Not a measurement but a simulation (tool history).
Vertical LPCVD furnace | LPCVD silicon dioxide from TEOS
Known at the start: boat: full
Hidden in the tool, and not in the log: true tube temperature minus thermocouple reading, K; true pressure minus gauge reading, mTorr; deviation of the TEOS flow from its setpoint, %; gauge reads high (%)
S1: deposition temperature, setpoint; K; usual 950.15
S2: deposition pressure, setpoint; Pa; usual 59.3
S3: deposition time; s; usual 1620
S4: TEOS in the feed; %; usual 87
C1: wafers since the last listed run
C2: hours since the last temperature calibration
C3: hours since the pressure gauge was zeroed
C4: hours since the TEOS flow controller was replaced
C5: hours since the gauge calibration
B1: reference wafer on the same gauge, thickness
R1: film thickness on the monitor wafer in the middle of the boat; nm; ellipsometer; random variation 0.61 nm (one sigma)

Run 1, day 0: usual settings; C1 0; C2 3598.8; C3 3517.2; C4 2567.3; C5 389.1; B1 181.97. Result: R1 170.65 nm.
Run 2, day 2.588: usual settings; C1 1389; C2 3660.9; C3 3579.3; C4 2629.4; C5 451.2; B1 182.07. Result: R1 169.9 nm.
Run 3, day 4.683: usual settings but S2 50.7 Pa, S4 91 %; C1 1125; C2 3711.2; C3 3629.6; C4 2679.7; C5 501.5; B1 182.02. Result: R1 161.39 nm.
Run 4, day 6.583: usual settings but S2 50.7 Pa, S4 91 %; C1 1020; C2 3756.8; C3 3675.2; C4 2725.3; C5 547.1; B1 182.07. Result: R1 162.39 nm.
Run 5, day 7.633: usual settings but S2 50.7 Pa, S4 91 %; C1 564; C2 3782; C3 3700.4; C4 2750.5; C5 572.3; B1 181.97. Result: R1 161.66 nm.
Run 6, day 10.275: usual settings; C1 1418; C2 3845.4; C3 3763.8; C4 2813.9; C5 635.7; B1 182. Result: R1 171.01 nm.
Run 7, day 11.667: usual settings; C1 747; C2 3878.8; C3 3797.2; C4 2847.3; C5 669.1; B1 181.94. Result: R1 171.92 nm.
At day 13.05: pressure gauge zeroed.
At day 15.117: thermocouples replaced and temperature profile calibrated.
Run 8, day 15.138: usual settings; C1 790; C2 0.5; C3 50.1; C4 2930.6; C5 752.4; B1 181.92. Result: R1 180.86 nm.
Run 9, day 15.729: usual settings but S1 956.15 K, S2 68.7 Pa, S4 78 %; C1 317; C2 14.7; C3 64.3; C4 2944.8; C5 766.6; B1 181.86. Result: R1 212.58 nm.
At day 15.871: gauge calibrated.
Run 10, day 18.696: usual settings; C1 1593; C2 85.9; C3 135.5; C4 3016; C5 67.8; B1 182.16. Result: R1 181.11 nm.
Run 11, day 19.988: usual settings but S2 72.7 Pa; C1 693; C2 116.9; C3 166.5; C4 3047; C5 98.8; B1 181.95. Result: R1 201.77 nm.
At day 22.079: thermocouples replaced and temperature profile calibrated, repeated, since the last time left the tool worse.
Run 12, day 22.1: usual settings; C1 597; C2 0.5; C3 217.2; C4 3097.7; C5 149.5; B1 182.06. Result: R1 160.26 nm.
At day 29.367: TEOS flow controller replaced.
Run 13, day 29.45: usual settings but S1 947.15 K, S2 69.3 Pa, S3 1800 s; C1 3410; C2 176.9; C3 393.6; C4 2; C5 325.9; B1 181.92. Result: R1 180.38 nm.
Run 14, day 31.05: usual settings but S2 65.3 Pa, S3 1920 s, S4 73 %; C1 859; C2 215.3; C3 432; C4 40.4; C5 364.3; B1 181.91. Result: R1 184.06 nm.
Run 15, day 33.129: usual settings but S2 72.7 Pa; C1 1116; C2 265.2; C3 481.9; C4 90.3; C5 414.2; B1 181.93. Result: R1 178.03 nm.
Run 16, day 35.483: usual settings but S1 940.15 K, S3 1800 s, S4 72 %; C1 1264; C2 321.7; C3 538.4; C4 146.8; C5 470.7; B1 181.98. Result: R1 127.84 nm.
Run 17, day 37.483: usual settings but S1 943.15 K; C1 1074; C2 369.7; C3 586.4; C4 194.8; C5 518.7; B1 181.96. Result: R1 136.44 nm.

The same runs without the tool's hidden state, with the same run-to-run variation:
run      R1
  1  160.11
  2  159.23
  3  151.13
  4  151.94
  5  151.19
  6  159.76
  7  160.51
  8  159.87
  9  188.15
 10  159.85
 11  177.99
 12  159.31
 13  178.74
 14  182.28
 15  176.15
 16  126.33
 17  134.73
